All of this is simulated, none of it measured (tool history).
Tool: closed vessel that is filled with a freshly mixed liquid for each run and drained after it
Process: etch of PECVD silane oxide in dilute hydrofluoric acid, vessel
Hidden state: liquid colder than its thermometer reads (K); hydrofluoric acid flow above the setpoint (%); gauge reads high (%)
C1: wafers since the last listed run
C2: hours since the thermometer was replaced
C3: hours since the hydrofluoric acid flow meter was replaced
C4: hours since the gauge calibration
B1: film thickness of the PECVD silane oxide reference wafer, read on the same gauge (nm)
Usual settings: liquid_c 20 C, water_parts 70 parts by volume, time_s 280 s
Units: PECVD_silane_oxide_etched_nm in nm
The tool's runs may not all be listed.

Run 1, hour 0: usual settings; C1 0; C2 174.8; C3 2412.8; C4 647.1; B1 40. Result: PECVD_silane_oxide_etched_nm 49.83 nm.
Run 2, hour 13.4: usual settings; C1 716; C2 188.2; C3 2426.2; C4 660.5; B1 40.03. Result: PECVD_silane_oxide_etched_nm 50.47 nm.
Run 3, hour 39.8: usual settings; C1 1411; C2 214.6; C3 2452.6; C4 686.9; B1 40. Result: PECVD_silane_oxide_etched_nm 49.84 nm.
Run 4, hour 55.4: usual settings but liquid_c 21.5 C; C1 833; C2 230.2; C3 2468.2; C4 702.5; B1 39.96. Result: PECVD_silane_oxide_etched_nm 53.02 nm.
Run 5, hour 89.5: usual settings but liquid_c 21.5 C; C1 1822; C2 264.3; C3 2502.3; C4 736.6; B1 40.01. Result: PECVD_silane_oxide_etched_nm 53.24 nm.
At hour 102.4: hydrofluoric acid flow meter replaced.
Run 6, hour 152.3: usual settings; C1 3303; C2 327.1; C3 49.9; C4 799.4; B1 40. Result: PECVD_silane_oxide_etched_nm 50.06 nm.
Run 7, hour 257.9: usual settings; C1 5644; C2 432.7; C3 155.5; C4 905; B1 40.01. Result: PECVD_silane_oxide_etched_nm 50.16 nm.
Run 8, hour 277.3: usual settings; C1 1036; C2 452.1; C3 174.9; C4 924.4; B1 39.97. Result: PECVD_silane_oxide_etched_nm 49.93 nm.
Run 9, hour 291.2: usual settings; C1 742; C2 466; C3 188.8; C4 938.3; B1 39.98. Result: PECVD_silane_oxide_etched_nm 49.51 nm.
Run 10, hour 320.9: usual settings; C1 1587; C2 495.7; C3 218.5; C4 968; B1 40.02. Result: PECVD_silane_oxide_etched_nm 49.83 nm.
Run 11, hour 333: usual settings; C1 646; C2 507.8; C3 230.6; C4 980.1; B1 40.01. Result: PECVD_silane_oxide_etched_nm 50.1 nm.
Run 12, hour 346.1: usual settings but water_parts 85 parts by volume; C1 700; C2 520.9; C3 243.7; C4 993.2; B1 40.02. Result: PECVD_silane_oxide_etched_nm 40.38 nm.
Run 13, hour 371.2: usual settings but liquid_c 18.5 C; C1 1341; C2 546; C3 268.8; C4 1018.3; B1 40. Result: PECVD_silane_oxide_etched_nm 46.75 nm.
Run 14, hour 387.3: usual settings; C1 860; C2 562.1; C3 284.9; C4 1034.4; B1 40.03. Result: PECVD_silane_oxide_etched_nm 50.1 nm.
Run 15, hour 411.4: usual settings; C1 1288; C2 586.2; C3 309; C4 1058.5; B1 40.01. Result: PECVD_silane_oxide_etched_nm 49.86 nm.
Run 16, hour 436.1: usual settings but liquid_c 17 C; C1 1320; C2 610.9; C3 333.7; C4 1083.2; B1 39.96. Result: PECVD_silane_oxide_etched_nm 44.15 nm.
Run 17, hour 466.9: usual settings but liquid_c 17 C, water_parts 60 parts by volume, time_s 365 s; C1 1646; C2 641.7; C3 364.5; C4 1114; B1 40.06. Result: PECVD_silane_oxide_etched_nm 68.36 nm.
Run 18, hour 492.2: usual settings but liquid_c 23.5 C, water_parts 95 parts by volume, time_s 140 s; C1 1352; C2 667; C3 389.8; C4 1139.3; B1 40. Result: PECVD_silane_oxide_etched_nm 20.77 nm.
Run 19, hour 514.5: usual settings but liquid_c 22.5 C; C1 1191; C2 689.3; C3 412.1; C4 1161.6; B1 40. Result: PECVD_silane_oxide_etched_nm 55.76 nm.
Run 20, hour 527.9: usual settings but water_parts 50 parts by volume; C1 716; C2 702.7; C3 425.5; C4 1175; B1 40.02. Result: PECVD_silane_oxide_etched_nm 71.39 nm.
Run 21, hour 559.5: usual settings but liquid_c 17 C, time_s 175 s; C1 1688; C2 734.3; C3 457.1; C4 1206.6; B1 40.01. Result: PECVD_silane_oxide_etched_nm 27.56 nm.
Run 22, hour 582.7: usual settings but water_parts 60 parts by volume; C1 1239; C2 757.5; C3 480.3; C4 1229.8; B1 39.99. Result: PECVD_silane_oxide_etched_nm 58.54 nm.
At hour 585.2: gauge calibrated.
At hour 605.9: thermometer replaced.
Run 23, hour 609.2: usual settings but liquid_c 25 C, water_parts 45 parts by volume; C1 1362; C2 3.3; C3 506.8; C4 24; B1 39.98. Result: PECVD_silane_oxide_etched_nm 98.4 nm.
Run 24, hour 626.3: usual settings; C1 913; C2 20.4; C3 523.9; C4 41.1; B1 40. Result: PECVD_silane_oxide_etched_nm 49.81 nm.
Run 25, hour 650.6: usual settings; C1 1298; C2 44.7; C3 548.2; C4 65.4; B1 40.03. Result: PECVD_silane_oxide_etched_nm 49.75 nm.
Run 26, hour 675.2: usual settings; C1 1314; C2 69.3; C3 572.8; C4 90; B1 40.01. Result: PECVD_silane_oxide_etched_nm 49.81 nm.
Run 27, hour 706.8: usual settings but time_s 370 s; C1 1688; C2 100.9; C3 604.4; C4 121.6; B1 39.97. Result: PECVD_silane_oxide_etched_nm 66 nm.
Run 28, hour 719.4: usual settings but liquid_c 23.5 C, water_parts 95 parts by volume, time_s 140 s; C1 673; C2 113.5; C3 617; C4 134.2; B1 40.01. Result: PECVD_silane_oxide_etched_nm 20.61 nm.
Run 29, hour 738.7: usual settings but liquid_c 24 C; C1 1031; C2 132.8; C3 636.3; C4 153.5; B1 39.97. Result: PECVD_silane_oxide_etched_nm 59.01 nm.
Run 30, hour 774.5: usual settings but time_s 200 s; C1 1913; C2 168.6; C3 672.1; C4 189.3; B1 39.96. Result: PECVD_silane_oxide_etched_nm 35.3 nm.
Run 31, hour 799.5: usual settings; C1 1336; C2 193.6; C3 697.1; C4 214.3; B1 40. Result: PECVD_silane_oxide_etched_nm 49.87 nm.
Run 32, hour 816.7: usual settings but time_s 190 s; C1 919; C2 210.8; C3 714.3; C4 231.5; B1 40.02. Result: PECVD_silane_oxide_etched_nm 34.06 nm.
Run 33, hour 838.2: usual settings but liquid_c 23 C, water_parts 90 parts by volume, time_s 325 s; C1 1149; C2 232.3; C3 735.8; C4 253; B1 40.01. Result: PECVD_silane_oxide_etched_nm 49.77 nm.

Forecast each of these 4 alternatives for the next run:
Run A, hour 838.9: usual settings; C1 37; C2 233; C3 736.5; C4 253.7; B1 ?. Result: PECVD_silane_oxide_etched_nm ?.
Run B, hour 838.9: usual settings but time_s 420 s; C1 37; C2 233; C3 736.5; C4 253.7; B1 ?. Result: PECVD_silane_oxide_etched_nm ?.
Run C, hour 838.9: usual settings but liquid_c 24 C, water_parts 85 parts by volume; C1 37; C2 233; C3 736.5; C4 253.7; B1 ?. Result: PECVD_silane_oxide_etched_nm ?.
Run D, hour 838.9: usual settings but water_parts 35 parts by volume; C1 37; C2 233; C3 736.5; C4 253.7; B1 ?. Result: PECVD_silane_oxide_etched_nm ?.

run     B1  PECVD_silane_oxide_etched_nm
  A  39.98                          49.7
  B  39.98                         74.54
  C  39.98                         47.35
  D  39.98                        103.64
Without the tool's hidden state the same runs would have given:
run  PECVD_silane_oxide_etched_nm
  A                          49.7
  B                         74.54
  C                         47.35
  D                        103.64

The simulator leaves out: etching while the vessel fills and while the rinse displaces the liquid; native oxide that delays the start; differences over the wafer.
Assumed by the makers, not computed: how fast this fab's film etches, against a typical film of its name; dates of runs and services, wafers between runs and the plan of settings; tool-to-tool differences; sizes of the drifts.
